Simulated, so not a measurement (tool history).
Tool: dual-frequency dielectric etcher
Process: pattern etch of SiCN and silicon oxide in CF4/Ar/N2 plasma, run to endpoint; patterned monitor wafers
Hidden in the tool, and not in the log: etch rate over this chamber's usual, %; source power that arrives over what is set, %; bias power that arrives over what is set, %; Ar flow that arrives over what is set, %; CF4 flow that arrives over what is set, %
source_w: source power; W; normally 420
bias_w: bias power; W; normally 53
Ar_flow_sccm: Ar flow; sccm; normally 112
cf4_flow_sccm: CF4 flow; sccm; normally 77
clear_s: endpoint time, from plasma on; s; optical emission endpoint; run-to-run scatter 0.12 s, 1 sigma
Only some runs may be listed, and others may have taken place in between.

run	day	source_w	bias_w	Ar_flow_sccm	cf4_flow_sccm	wafers since the last listed run	hours since the last wet clean	hours since the last source power generator calibration	hours since the last bias power generator calibration	hours since the last Ar flow controller change	hours since the last CF4 flow controller change	hours since the last upper electrode change	incoming incoming film thickness, nm	clear_s
1	0	420	45	112	77	0	9.5	2460.5	4175.4	3348.1	4451.3	2453.1	13.7	18.2
2	1.446	420	53	112	67	409	44.2	2495.2	4210.1	3382.8	4486	2487.8	13.76	18.1
3	4.204	420	53	112	77	781	110.4	2561.4	4276.3	3449	4552.2	2554	13.76	17.7
4	7.117	420	53	112	77	825	180.3	2631.3	4346.2	3518.9	4622.1	2623.9	13.7	17.4
5	8.8	350	53	112	77	477	220.7	2671.7	4386.6	3559.3	4662.5	2664.3	13.65	20.9
6	10.267	350	53	112	77	415	255.9	2706.9	4421.8	3594.5	4697.7	2699.5	13.59	20.7
7	12.621	350	53	112	77	667	312.4	2763.4	4478.3	3651	4754.2	2756	13.68	20.9
8	15.15	420	53	112	77	716	373.1	2824.1	4539	3711.7	4814.9	2816.7	13.75	17.7
9	16.25	420	53	112	77	311	399.5	2850.5	4565.4	3738.1	4841.3	2843.1	13.78	17.8
10	18.271	420	49	112	77	572	448	2899	4613.9	3786.6	4889.8	2891.6	13.69	17.9
11	20.008	420	49	112	77	492	489.7	2940.7	4655.6	3828.3	4931.5	2933.3	13.66	18
# day 20.383: source power generator calibrated
# day 21.708: bias power generator calibrated
12	22.583	420	53	112	88	635	551.5	52.8	21	3890.1	4993.3	2995.1	13.69	17.3
13	24.146	420	53	112	77	442	589	90.3	58.5	3927.6	5030.8	3032.6	13.7	17.6
# day 26.046: wet clean of the chamber
14	26.067	420	53	86	60	261	0.5	136.4	104.6	3973.7	5076.9	3078.7	13.73	17.4
15	28.667	330	53	112	66	737	62.9	198.8	167	4036.1	5139.3	3141.1	13.67	22.7
# day 30.438: upper electrode replaced
16	30.804	420	53	96	68	322	114.2	250.1	218.3	4087.4	5190.6	8.8	13.75	17.2
# day 31.154: Ar flow controller replaced
17	33.533	470	64	119	96	702	179.7	315.6	283.8	57.1	5256.1	74.3	13.73	14.4
# day 35.183: CF4 flow controller replaced
18	36.117	420	53	134	66	661	241.7	377.6	345.8	119.1	22.4	136.3	13.67	18.6

The next listed run, before its measurement:
19	37.392	420	53	86	60	361	272.3	408.2	376.4	149.7	53	166.9	13.74	?

Run 19 came out at clear_s 17.1 s.
With the hidden condition absent and the run-to-run variation left alone, this run would have shown clear_s 17.1 s.
